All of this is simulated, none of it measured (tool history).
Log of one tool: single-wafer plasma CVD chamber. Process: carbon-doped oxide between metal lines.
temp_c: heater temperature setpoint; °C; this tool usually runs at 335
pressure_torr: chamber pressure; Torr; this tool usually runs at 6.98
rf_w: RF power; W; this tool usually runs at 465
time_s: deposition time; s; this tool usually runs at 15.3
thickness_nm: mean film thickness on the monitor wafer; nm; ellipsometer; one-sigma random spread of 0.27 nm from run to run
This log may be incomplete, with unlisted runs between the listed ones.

| run | hour | temp_c | pressure_torr | rf_w | time_s | read-back reference wafer on the same gauge, thickness_nm | thickness_nm |
|---|---|---|---|---|---|---|---|
| 1 | 0 | 335 | 6.98 | 465 | 16.3 | 102.297 | 87.996 |
| 2 | 22 | 335 | 6.98 | 465 | 16.3 | 102.256 | 88.172 |
| 3 | 52 | 335 | 6.98 | 465 | 16.3 | 102.217 | 88.462 |
| 4 | 67.7 | 335 | 6.98 | 465 | 15.3 | 102.424 | 82.917 |
| 5 | 88 | 335 | 6.98 | 465 | 15.3 | 102.486 | 82.982 |
| 6 | 111.9 | 335 | 6.98 | 465 | 15.3 | 102.492 | 82.863 |
| 7 | 135.6 | 335 | 6.98 | 410 | 15.3 | 102.402 | 76.275 |
| 8 | 157.5 | 335 | 6.98 | 410 | 15.3 | 102.373 | 75.992 |
| 9 | 193.4 | 339 | 6.98 | 465 | 14.2 | 102.281 | 76.238 |
|  | 227.7 | thermocouple changed; heater temperature recalibrated |
| 10 | 229 | 335 | 6.98 | 465 | 12.3 | 102.245 | 66.985 |
|  | 253.3 | RF generator calibrated |
|  | 257.1 | showerhead replaced |
| 11 | 263 | 335 | 8.67 | 505 | 15.3 | 102.338 | 90.611 |
|  | 283.9 | capacitance manometer re-zeroed and calibrated |
|  | 295.7 | gauge calibrated |
| 12 | 298.3 | 335 | 6.98 | 465 | 16.2 | 102.365 | 90.264 |
| 13 | 313.5 | 335 | 6.98 | 425 | 12.7 | 102.341 | 66.71 |
| 14 | 334.2 | 344 | 6.98 | 425 | 17.9 | 102.379 | 90.052 |
| 15 | 358.5 | 335 | 5.25 | 465 | 13.6 | 102.263 | 74.06 |
| 16 | 393.1 | 330 | 7.63 | 465 | 16.7 | 102.36 | 94.411 |
| 17 | 418.8 | 335 | 6.98 | 465 | 15.3 | 102.369 | 84.806 |
| 18 | 476.2 | 335 | 8.47 | 425 | 17.2 | 102.464 | 90.469 |
| 19 | 511.7 | 335 | 6.98 | 465 | 15.3 | 102.322 | 84.212 |
| 20 | 529.6 | 343 | 6.98 | 465 | 15.3 | 102.394 | 81.924 |
| 21 | 555.5 | 335 | 6.98 | 465 | 18.3 | 102.463 | 100.629 |
| 22 | 568.2 | 335 | 6.98 | 520 | 15.3 | 102.438 | 90.015 |
| 23 | 603.9 | 341 | 6.98 | 560 | 12.6 | 102.391 | 76.235 |
| 24 | 621.8 | 335 | 6.98 | 465 | 17.6 | 102.337 | 96.753 |
| 25 | 639.6 | 335 | 6.98 | 410 | 15.3 | 102.551 | 76.543 |
| 26 | 674 | 347 | 6.98 | 380 | 15.3 | 102.252 | 70.39 |
| 27 | 693.2 | 347 | 6.02 | 415 | 12.7 | 102.358 | 61.348 |
| 28 | 707.6 | 335 | 6.98 | 465 | 15.3 | 102.286 | 84.082 |
| 29 | 729 | 329 | 6.98 | 465 | 15.3 | 102.297 | 85.763 |

Give the tool's hidden conditions for every run:
wafer temperature above the value expected at the setpoint (K): 0 across all the runs
true pressure above the setpoint (%): 0 across all the runs
gauge reads high (%): 0 across all the runs
H1: delivered RF power above the setpoint (%)
| run | H1 |
|---|---|
| 1 | -4.41 |
| 2 | -4.43 |
| 3 | -4.44 |
| 4 | -4.45 |
| 5 | -4.47 |
| 6 | -4.48 |
| 7 | -4.49 |
| 8 | -4.51 |
| 9 | -4.52 |
| 10 | -4.54 |
| 11 | -0.443 |
| 12 | -0.704 |
| 13 | -0.812 |
| 14 | -0.955 |
| 15 | -1.12 |
| 16 | -1.34 |
| 17 | -1.49 |
| 18 | -1.81 |
| 19 | -2 |
| 20 | -2.09 |
| 21 | -2.21 |
| 22 | -2.27 |
| 23 | -2.43 |
| 24 | -2.51 |
| 25 | -2.58 |
| 26 | -2.72 |
| 27 | -2.79 |
| 28 | -2.84 |
| 29 | -2.92 |
